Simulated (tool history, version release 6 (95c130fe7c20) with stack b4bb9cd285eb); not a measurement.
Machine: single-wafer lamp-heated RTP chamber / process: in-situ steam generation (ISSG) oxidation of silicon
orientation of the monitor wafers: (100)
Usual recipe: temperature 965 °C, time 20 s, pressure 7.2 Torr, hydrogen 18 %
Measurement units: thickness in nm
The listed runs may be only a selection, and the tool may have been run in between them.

| run | day | temperature | time | pressure | hydrogen | read-back reference wafer on the same gauge, thickness | thickness |
|---|---|---|---|---|---|---|---|
| 1 | 0.000 | 965 | 20 | 7.2 | 18 | 4.269 | 4.279 |
| 2 | 0.762 | 969 | 20 | 7.2 | 18 | 4.270 | 4.347 |
| 3 | 2.188 | 969 | 20 | 7.2 | 18 | 4.269 | 4.344 |
| 4 | 2.900 | 969 | 20 | 7.2 | 18 | 4.270 | 4.352 |
| 5 | 4.017 | 976 | 20 | 6.9 | 18 | 4.269 | 4.444 |
| 6 | 4.746 | 976 | 20 | 6.9 | 18 | 4.270 | 4.456 |
| 7 | 5.596 | 965 | 22 | 8.3 | 18 | 4.269 | 4.490 |
|  | 8.412 | pyrometer window cleaned and pyrometer calibrated |
| 8 | 8.433 | 965 | 22 | 8.3 | 18 | 4.268 | 4.360 |
| 9 | 8.700 | 965 | 22 | 8.3 | 18 | 4.271 | 4.357 |
|  | 11.567 | pressure gauge zeroed |
|  | 12.138 | gauge calibrated |
| 10 | 12.283 | 965 | 20 | 7.2 | 18 | 4.271 | 4.172 |
|  | 13.633 | hydrogen flow controller replaced |
| 11 | 13.654 | 965 | 20 | 7.2 | 18 | 4.274 | 4.189 |
| 12 | 14.396 | 965 | 26 | 7.2 | 18 | 4.273 | 4.702 |
| 13 | 15.675 | 965 | 17 | 7.2 | 23 | 4.269 | 4.151 |
| 14 | 16.875 | 978 | 20 | 6.9 | 18 | 4.270 | 4.375 |
| 15 | 17.808 | 965 | 20 | 7.8 | 12 | 4.267 | 3.850 |
| 16 | 20.421 | 965 | 14 | 8.6 | 18 | 4.269 | 3.628 |
| 17 | 20.929 | 965 | 20 | 8.1 | 24 | 4.271 | 4.505 |
| 18 | 21.483 | 965 | 20 | 6.9 | 25 | 4.268 | 4.549 |

What was the tool's hidden state at every run in the log?
true pressure minus gauge reading, Torr: 0 at every run
deviation of the hydrogen flow from its setpoint, %: 0 at every run
gauge reads high (%): 0 at every run
H1: true wafer temperature minus pyrometer reading, K
| run | H1 |
|---|---|
| 1 | 8.31 |
| 2 | 8.47 |
| 3 | 8.77 |
| 4 | 8.92 |
| 5 | 9.16 |
| 6 | 9.32 |
| 7 | 9.5 |
| 8 | 0.488 |
| 9 | 0.545 |
| 10 | 1.3 |
| 11 | 1.59 |
| 12 | 1.75 |
| 13 | 2.02 |
| 14 | 2.28 |
| 15 | 2.47 |
| 16 | 3.03 |
| 17 | 3.13 |
| 18 | 3.25 |
